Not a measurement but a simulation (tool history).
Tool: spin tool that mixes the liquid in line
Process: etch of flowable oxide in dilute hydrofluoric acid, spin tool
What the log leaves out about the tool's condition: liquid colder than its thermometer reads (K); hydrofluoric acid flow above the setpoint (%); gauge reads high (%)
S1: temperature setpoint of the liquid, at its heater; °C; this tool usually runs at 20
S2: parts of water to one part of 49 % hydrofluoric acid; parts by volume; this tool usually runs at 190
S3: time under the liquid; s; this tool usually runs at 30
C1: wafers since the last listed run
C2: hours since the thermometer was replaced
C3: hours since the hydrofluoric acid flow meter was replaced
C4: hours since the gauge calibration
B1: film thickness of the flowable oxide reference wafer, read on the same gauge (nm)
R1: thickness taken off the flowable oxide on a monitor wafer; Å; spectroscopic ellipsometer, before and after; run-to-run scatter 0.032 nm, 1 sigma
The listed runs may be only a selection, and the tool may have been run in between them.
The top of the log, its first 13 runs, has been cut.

run   hour    S1   S2  S3   C1     C2      C3     C4     B1    R1
     149.6  -- gauge calibrated
 14  153.1    20  190  30  174   17.3  1789.5    3.5  90.01  63.5
 15  160.3    20  190  30  108   24.5  1796.7   10.7  90.02  63.9
 16  169.4    20  190  30  136   33.6  1805.8   19.8     90  63.4
 17  176.4    20  190  30  105   40.6  1812.8   26.8  89.99  63.2
 18  189.1    20  190  30  191   53.3  1825.5   39.5     90  64.1
 19  199.2    17  120  30  152   63.4  1835.6   49.6  90.01    95
 20  207.5  18.5  235  20  124   71.7  1843.9   57.9     90  30.9
 21    220    20  235  40  188   84.2  1856.4   70.4     90  66.1
 22    234  22.5  280  30  210   98.2  1870.4   84.4  89.98  43.9
     239.3  -- hydrofluoric acid flow meter replaced
 23  245.6    20  190  30  159  109.8     6.3     96  89.99  57.3
 24  252.2    17  140  45   99  116.4    12.9  102.6  89.99   108
 25  268.8  21.5  270  40  249    133    29.5  119.2     90  52.4
 26  276.5    17  150  15  115  140.7    37.2  126.9  89.98  33.8
 27  291.5    18  145  40  225  155.7    52.2  141.9  89.99    97
 28  304.9    20  190  30  201  169.1    65.6  155.3  89.99  56.8
 29    322  18.5  190  45  257  186.2    82.7  172.4  89.99  81.4
 30    328    20  190  30   90  192.2    88.7  178.4  89.99  57.8
 31  343.1    20  190  30  227  207.3   103.8  193.5  90.01  58.3
 32  353.6    25  190  30  158  217.8   114.3    204  89.98  69.2
 33  365.1    20  190  30  173  229.3   125.8  215.5  90.01    58
 34  376.9  22.5  280  30  177  241.1   137.6  227.3     90  39.6
 35  403.3    17  230  15  397  267.5     164  253.7  89.99  20.4

Each row is a separate what-if for the run after 35, all from the same tool condition, not one after another. Results?
  A  403.7  20  110  30   6  267.9  164.4  254.1   ?   ?
  B  403.7  23  190  15   6  267.9  164.4  254.1   ?   ?
  C  403.7  20  190  40   6  267.9  164.4  254.1   ?   ?

run     B1     R1
  A  89.99  107.8
  B  89.99   32.3
  C  89.99   76.7
With the hidden condition removed and each run's random variation left untouched, the same runs would have given:
run     R1
  A  104.3
  B   31.1
  C   74.1
